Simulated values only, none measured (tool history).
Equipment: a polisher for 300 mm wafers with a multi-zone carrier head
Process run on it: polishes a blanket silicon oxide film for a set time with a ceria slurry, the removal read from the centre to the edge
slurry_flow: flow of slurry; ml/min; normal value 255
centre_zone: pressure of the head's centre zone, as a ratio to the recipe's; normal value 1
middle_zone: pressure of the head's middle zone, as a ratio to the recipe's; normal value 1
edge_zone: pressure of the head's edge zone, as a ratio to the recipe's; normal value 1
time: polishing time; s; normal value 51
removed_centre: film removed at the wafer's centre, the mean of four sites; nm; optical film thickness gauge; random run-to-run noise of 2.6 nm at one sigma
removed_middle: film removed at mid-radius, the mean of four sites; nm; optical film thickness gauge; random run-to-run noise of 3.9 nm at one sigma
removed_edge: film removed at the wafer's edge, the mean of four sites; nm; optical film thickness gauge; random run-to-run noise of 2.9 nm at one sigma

run,hour,slurry_flow,centre_zone,middle_zone,edge_zone,time,wafers since the last listed run,wafers polished on this pad,hours since the slurry nozzle was cleaned,hours since the centre zone pressure was calibrated,hours since the edge zone pressure was calibrated,hours since the carrier head's membrane was replaced,"incoming thickness of the incoming film, nm",removed_centre,removed_middle,removed_edge
1,0,255,0.88,1,1,51,0,767,54.7,55.1,1158.8,918.5,872.5,229.8,267.8,270.7
2,9.2,335,1.05,1,1,51,115,882,63.9,64.3,1168,927.7,873.3,283.4,265.1,277
3,16.3,255,1,1,1,51,88,971,71,71.4,1175.1,934.8,862.6,258.9,262.5,274.3
4,26.1,305,1,1,1,51,122,1094,80.8,81.2,1184.9,944.6,882.7,266.6,269.3,279.9
5,40.5,255,1.03,1,1,51,180,1274,95.2,95.6,1199.3,959,870.7,263.7,264.5,277
6,47.4,255,1,1,1,51,86,1360,102.1,102.5,1206.2,965.9,869.7,259.9,266.7,272.2
# hour 66.2: worn pad replaced by a new one
7,66.7,255,1,1,1,51,191,5,121.4,121.8,1225.5,985.2,865.4,257,259.3,273.3
# hour 72.2: carrier head's membrane replaced by a new one
8,80.7,255,1.04,1,0.93,51,112,118,135.4,135.8,1239.5,8.5,856.4,267.3,264.1,265.2
9,86.9,255,1,1.08,1,44,77,195,141.6,142,1245.7,14.7,883.8,216.9,247,236.3
10,94.2,255,1,1,1,51,91,287,148.9,149.3,1253,22,870.9,254.4,268.8,279.2
# hour 101: edge zone pressure recalibrated
11,112.1,255,1,1,1,51,198,486,166.8,167.2,11.1,39.9,870.9,255.1,267.8,274.7
12,129.2,320,0.92,0.91,1,51,213,700,183.9,184.3,28.2,57,874.7,242.5,251.7,273.1
13,135.4,255,1,1,1,37,77,777,190.1,190.5,34.4,63.2,886,182.4,193.1,196.2
14,141.5,180,1,0.89,1,51,76,853,196.2,196.6,40.5,69.3,865.5,236.7,231.8,265.6
15,157.6,255,1,1.08,1,51,201,1055,212.3,212.7,56.6,85.4,875.1,249.1,276.6,270.6
16,169.6,255,1,1,1,51,150,1205,224.3,224.7,68.6,97.4,885.9,250,265.9,273.5
17,177.5,295,1,0.92,1,51,98,1304,232.2,232.6,76.5,105.3,858.2,251.9,248.9,270.2
18,186.5,255,1.06,1,1,51,112,1416,241.2,241.6,85.5,114.3,867.8,260.7,270.2,271.7
# hour 193.3: worn pad replaced by a new one
19,202.8,255,0.97,0.91,0.92,40,153,118,257.5,257.9,101.8,130.6,866.1,190.7,195.2,202
20,214,255,1,1.07,1,51,140,258,268.7,269.1,113,141.8,855.9,249.9,276.8,274
21,227.8,280,0.93,1,1.05,66,172,430,282.5,282.9,126.8,155.6,852.7,305.2,345.7,366.1
22,241.6,285,1,0.92,1,51,172,603,296.3,296.7,140.6,169.4,876,254.8,252.5,273.7

Alternative continuations, all from the tool just after run 22; predict every row:
A,242,255,1,1,1,51,5,608,296.7,297.1,141,169.8,862.6,?,?,?
B,242,200,1,1,1.12,51,5,608,296.7,297.1,141,169.8,862.6,?,?,?
C,242,305,1,1,1,68,5,608,296.7,297.1,141,169.8,862.6,?,?,?
D,242,255,1,1.06,0.93,51,5,608,296.7,297.1,141,169.8,862.6,?,?,?

run,removed_centre,removed_middle,removed_edge
A,248.3,258.3,278
B,240.5,251.1,288
C,337.5,350.5,375.6
D,248.4,271.4,268.4
With no hidden state in the tool, these same runs would have given:
run,removed_centre,removed_middle,removed_edge
A,261.1,258.3,278
B,253,251,288
C,355,350.4,375.6
D,261.3,271.4,268.4

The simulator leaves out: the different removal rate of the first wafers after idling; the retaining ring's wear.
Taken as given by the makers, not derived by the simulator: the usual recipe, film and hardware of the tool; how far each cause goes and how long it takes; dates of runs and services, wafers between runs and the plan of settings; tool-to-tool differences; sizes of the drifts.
